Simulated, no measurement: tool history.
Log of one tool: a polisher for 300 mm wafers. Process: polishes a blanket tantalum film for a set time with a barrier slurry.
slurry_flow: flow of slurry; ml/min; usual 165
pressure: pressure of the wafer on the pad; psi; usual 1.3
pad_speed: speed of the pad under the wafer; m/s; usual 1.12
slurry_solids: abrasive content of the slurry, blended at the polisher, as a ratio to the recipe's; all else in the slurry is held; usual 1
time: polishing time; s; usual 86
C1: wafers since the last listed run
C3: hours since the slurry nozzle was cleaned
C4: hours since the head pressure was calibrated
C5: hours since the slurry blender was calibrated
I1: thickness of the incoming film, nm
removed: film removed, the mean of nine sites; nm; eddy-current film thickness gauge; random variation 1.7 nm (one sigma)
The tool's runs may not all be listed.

{"run": 1, "hour": 0.0, "slurry_flow": 165, "pressure": 1.3, "pad_speed": 1.12, "slurry_solids": 1, "time": 86, "C1": 0, "wafers polished on this pad": 2664, "C3": 406.1, "C4": 723.1, "C5": 448.5, "I1": 475.9, "removed": 115.1}
{"run": 2, "hour": 96.7, "slurry_flow": 165, "pressure": 1.3, "pad_speed": 1.12, "slurry_solids": 1, "time": 86, "C1": 835, "wafers polished on this pad": 3500, "C3": 502.8, "C4": 819.8, "C5": 545.2, "I1": 475.7, "removed": 112.2}
{"run": 3, "hour": 141.4, "slurry_flow": 120, "pressure": 1.3, "pad_speed": 1.12, "slurry_solids": 1, "time": 86, "C1": 386, "wafers polished on this pad": 3886, "C3": 547.5, "C4": 864.5, "C5": 589.9, "I1": 473.9, "removed": 108.1}
{"run": 4, "hour": 214.0, "slurry_flow": 120, "pressure": 1.3, "pad_speed": 1.12, "slurry_solids": 1, "time": 86, "C1": 627, "wafers polished on this pad": 4513, "C3": 620.1, "C4": 937.1, "C5": 662.5, "I1": 477.6, "removed": 107.1}
{"hour": 230.2, "done": "slurry blender recalibrated"}
{"hour": 247.8, "done": "slurry nozzle cleaned"}
{"run": 5, "hour": 313.5, "slurry_flow": 120, "pressure": 1.3, "pad_speed": 1.12, "slurry_solids": 1, "time": 86, "C1": 833, "wafers polished on this pad": 5347, "C3": 65.7, "C4": 1036.6, "C5": 83.3, "I1": 465.4, "removed": 111.8}
{"hour": 327.4, "done": "worn pad replaced by a new one"}
{"run": 6, "hour": 376.6, "slurry_flow": 165, "pressure": 1.3, "pad_speed": 1.12, "slurry_solids": 1.1, "time": 86, "C1": 510, "wafers polished on this pad": 425, "C3": 128.8, "C4": 1099.7, "C5": 146.4, "I1": 465.9, "removed": 123.5}
{"run": 7, "hour": 429.5, "slurry_flow": 165, "pressure": 0.9, "pad_speed": 1.12, "slurry_solids": 1, "time": 86, "C1": 457, "wafers polished on this pad": 882, "C3": 181.7, "C4": 1152.6, "C5": 199.3, "I1": 469.1, "removed": 81.4}
{"hour": 452.1, "done": "head pressure recalibrated"}
{"run": 8, "hour": 725.0, "slurry_flow": 165, "pressure": 1.3, "pad_speed": 1.12, "slurry_solids": 1, "time": 86, "C1": 2536, "wafers polished on this pad": 3418, "C3": 477.2, "C4": 272.9, "C5": 494.8, "I1": 472.4, "removed": 113.3}
{"run": 9, "hour": 808.6, "slurry_flow": 165, "pressure": 1.3, "pad_speed": 1.12, "slurry_solids": 1, "time": 86, "C1": 722, "wafers polished on this pad": 4141, "C3": 560.8, "C4": 356.5, "C5": 578.4, "I1": 475.8, "removed": 114}
{"hour": 848.3, "done": "slurry blender recalibrated"}
{"hour": 862.9, "done": "slurry nozzle cleaned"}
{"run": 10, "hour": 865.4, "slurry_flow": 165, "pressure": 1.3, "pad_speed": 1.12, "slurry_solids": 1, "time": 86, "C1": 464, "wafers polished on this pad": 4605, "C3": 2.5, "C4": 413.3, "C5": 17.1, "I1": 470, "removed": 123.2}
{"run": 11, "hour": 933.1, "slurry_flow": 220, "pressure": 1.5, "pad_speed": 1.12, "slurry_solids": 0.9, "time": 73, "C1": 585, "wafers polished on this pad": 5191, "C3": 70.2, "C4": 481, "C5": 84.8, "I1": 462.1, "removed": 117.2}
{"hour": 956.7, "done": "worn pad replaced by a new one"}
{"run": 12, "hour": 1031.7, "slurry_flow": 165, "pressure": 1.7, "pad_speed": 1.52, "slurry_solids": 1, "time": 112, "C1": 817, "wafers polished on this pad": 648, "C3": 168.8, "C4": 579.6, "C5": 183.4, "I1": 468.8, "removed": 258.7}
{"run": 13, "hour": 1138.0, "slurry_flow": 165, "pressure": 1.3, "pad_speed": 1.12, "slurry_solids": 1, "time": 86, "C1": 918, "wafers polished on this pad": 1566, "C3": 275.1, "C4": 685.9, "C5": 289.7, "I1": 474.5, "removed": 118.4}
{"run": 14, "hour": 1225.3, "slurry_flow": 220, "pressure": 1.3, "pad_speed": 1.12, "slurry_solids": 0.75, "time": 110, "C1": 754, "wafers polished on this pad": 2321, "C3": 362.4, "C4": 773.2, "C5": 377, "I1": 465.2, "removed": 142.7}
{"run": 15, "hour": 1312.7, "slurry_flow": 165, "pressure": 1.3, "pad_speed": 0.84, "slurry_solids": 1, "time": 116, "C1": 755, "wafers polished on this pad": 3076, "C3": 449.8, "C4": 860.6, "C5": 464.4, "I1": 466.5, "removed": 124.4}
{"run": 16, "hour": 1372.6, "slurry_flow": 220, "pressure": 1.3, "pad_speed": 1.26, "slurry_solids": 1.1, "time": 58, "C1": 517, "wafers polished on this pad": 3594, "C3": 509.7, "C4": 920.5, "C5": 524.3, "I1": 471.5, "removed": 90.7}
{"run": 17, "hour": 1443.3, "slurry_flow": 205, "pressure": 1.3, "pad_speed": 0.74, "slurry_solids": 0.9, "time": 73, "C1": 610, "wafers polished on this pad": 4205, "C3": 580.4, "C4": 991.2, "C5": 595, "I1": 477.4, "removed": 69.5}
{"hour": 1469.9, "done": "slurry nozzle cleaned"}
{"run": 18, "hour": 1481.4, "slurry_flow": 195, "pressure": 1.3, "pad_speed": 1.12, "slurry_solids": 1, "time": 86, "C1": 320, "wafers polished on this pad": 4525, "C3": 11.5, "C4": 1029.3, "C5": 633.1, "I1": 470.8, "removed": 115.1}
{"run": 19, "hour": 1520.1, "slurry_flow": 165, "pressure": 1.3, "pad_speed": 1.12, "slurry_solids": 1, "time": 86, "C1": 334, "wafers polished on this pad": 4860, "C3": 50.2, "C4": 1068, "C5": 671.8, "I1": 468.1, "removed": 111.7}
{"hour": 1541.6, "done": "slurry blender recalibrated"}
{"hour": 1589.6, "done": "head pressure recalibrated"}
{"run": 20, "hour": 1599.0, "slurry_flow": 165, "pressure": 1.3, "pad_speed": 1.12, "slurry_solids": 1.1, "time": 70, "C1": 647, "wafers polished on this pad": 5507, "C3": 129.1, "C4": 9.4, "C5": 57.4, "I1": 474.7, "removed": 98.5}
{"hour": 1612.5, "done": "worn pad replaced by a new one"}
{"run": 21, "hour": 1650.8, "slurry_flow": 215, "pressure": 1.3, "pad_speed": 1.48, "slurry_solids": 0.7, "time": 74, "C1": 413, "wafers polished on this pad": 330, "C3": 180.9, "C4": 61.2, "C5": 109.2, "I1": 463.7, "removed": 125.1}
{"run": 22, "hour": 1713.0, "slurry_flow": 165, "pressure": 1.3, "pad_speed": 1.12, "slurry_solids": 1, "time": 86, "C1": 537, "wafers polished on this pad": 868, "C3": 243.1, "C4": 123.4, "C5": 171.4, "I1": 459.8, "removed": 115.5}
{"run": 23, "hour": 1817.5, "slurry_flow": 215, "pressure": 1.3, "pad_speed": 1.12, "slurry_solids": 1, "time": 86, "C1": 903, "wafers polished on this pad": 1771, "C3": 347.6, "C4": 227.9, "C5": 275.9, "I1": 471.7, "removed": 122.2}
{"run": 24, "hour": 1913.3, "slurry_flow": 165, "pressure": 1.3, "pad_speed": 1.38, "slurry_solids": 0.75, "time": 114, "C1": 827, "wafers polished on this pad": 2599, "C3": 443.4, "C4": 323.7, "C5": 371.7, "I1": 470.2, "removed": 168}
{"run": 25, "hour": 2010.8, "slurry_flow": 115, "pressure": 0.8, "pad_speed": 0.8, "slurry_solids": 1.25, "time": 86, "C1": 842, "wafers polished on this pad": 3441, "C3": 540.9, "C4": 421.2, "C5": 469.2, "I1": 475, "removed": 52.3}
{"run": 26, "hour": 2114.9, "slurry_flow": 130, "pressure": 1.3, "pad_speed": 1.12, "slurry_solids": 1.25, "time": 86, "C1": 899, "wafers polished on this pad": 4341, "C3": 645, "C4": 525.3, "C5": 573.3, "I1": 465.6, "removed": 116.3}
{"hour": 2122.2, "done": "slurry nozzle cleaned"}
{"hour": 2171.5, "done": "slurry blender recalibrated"}
{"hour": 2178.5, "done": "worn pad replaced by a new one"}
{"run": 27, "hour": 2204.2, "slurry_flow": 190, "pressure": 1.3, "pad_speed": 1.12, "slurry_solids": 0.9, "time": 86, "C1": 711, "wafers polished on this pad": 221, "C3": 82, "C4": 614.6, "C5": 32.7, "I1": 469.7, "removed": 120.1}
{"run": 28, "hour": 2261.8, "slurry_flow": 165, "pressure": 1.5, "pad_speed": 1.12, "slurry_solids": 0.9, "time": 63, "C1": 497, "wafers polished on this pad": 719, "C3": 139.6, "C4": 672.2, "C5": 90.3, "I1": 471.2, "removed": 98.3}
{"run": 29, "hour": 2346.9, "slurry_flow": 225, "pressure": 1.1, "pad_speed": 1.3, "slurry_solids": 1, "time": 114, "C1": 735, "wafers polished on this pad": 1455, "C3": 224.7, "C4": 757.3, "C5": 175.4, "I1": 473.1, "removed": 154.8}
{"run": 30, "hour": 2388.5, "slurry_flow": 165, "pressure": 0.8, "pad_speed": 1.46, "slurry_solids": 1, "time": 86, "C1": 359, "wafers polished on this pad": 1814, "C3": 266.3, "C4": 798.9, "C5": 217, "I1": 473.8, "removed": 89.4}

Hidden state at the last listed run before each entry between runs and at the first one after, where it differs:
Between runs 4 and 5: slurry blender recalibrated (hour 230.2); slurry nozzle cleaned (hour 247.8)
  abrasive missing from the slurry, %: 37 -> 13.4
  measured less the result without the state, removed: -10.2 -> -3.2 nm
Between runs 5 and 6: worn pad replaced by a new one (hour 327.4)
  abrasive missing from the slurry, %: 13.4 -> 19.9
  measured less the result without the state, removed: -3.2 -> -5.2 nm
Between runs 7 and 8: head pressure recalibrated (hour 452.1)
  abrasive missing from the slurry, %: 24 -> 34.7
  measured less the result without the state, removed: -4.5 -> -10 nm
Between runs 9 and 10: slurry blender recalibrated (hour 848.3); slurry nozzle cleaned (hour 862.9)
  abrasive missing from the slurry, %: 35.9 -> 4.78
  measured less the result without the state, removed: -10.5 -> -1.2 nm
Between runs 11 and 12: worn pad replaced by a new one (hour 956.7)
  abrasive missing from the slurry, %: 14.2 -> 23.4
  measured less the result without the state, removed: -3.7 -> -13.9 nm
Between runs 17 and 18: slurry nozzle cleaned (hour 1469.9)
  abrasive missing from the slurry, %: 36.6 -> 36.9
  measured less the result without the state, removed: -6.9 -> -10.9 nm
Between runs 19 and 20: slurry blender recalibrated (hour 1541.6); head pressure recalibrated (hour 1589.6)
  abrasive missing from the slurry, %: 37.2 -> 10.8
  measured less the result without the state, removed: -10.8 -> -2.1 nm
Between runs 20 and 21: worn pad replaced by a new one (hour 1612.5)
  abrasive missing from the slurry, %: 10.8 -> 16.9
  measured less the result without the state, removed: -2.1 -> -5.4 nm
Between runs 26 and 27: slurry nozzle cleaned (hour 2122.2); slurry blender recalibrated (hour 2171.5); worn pad replaced by a new one (hour 2178.5)
  abrasive missing from the slurry, %: 36.4 -> 5.89
  measured less the result without the state, removed: -9.8 -> -1.5 nm
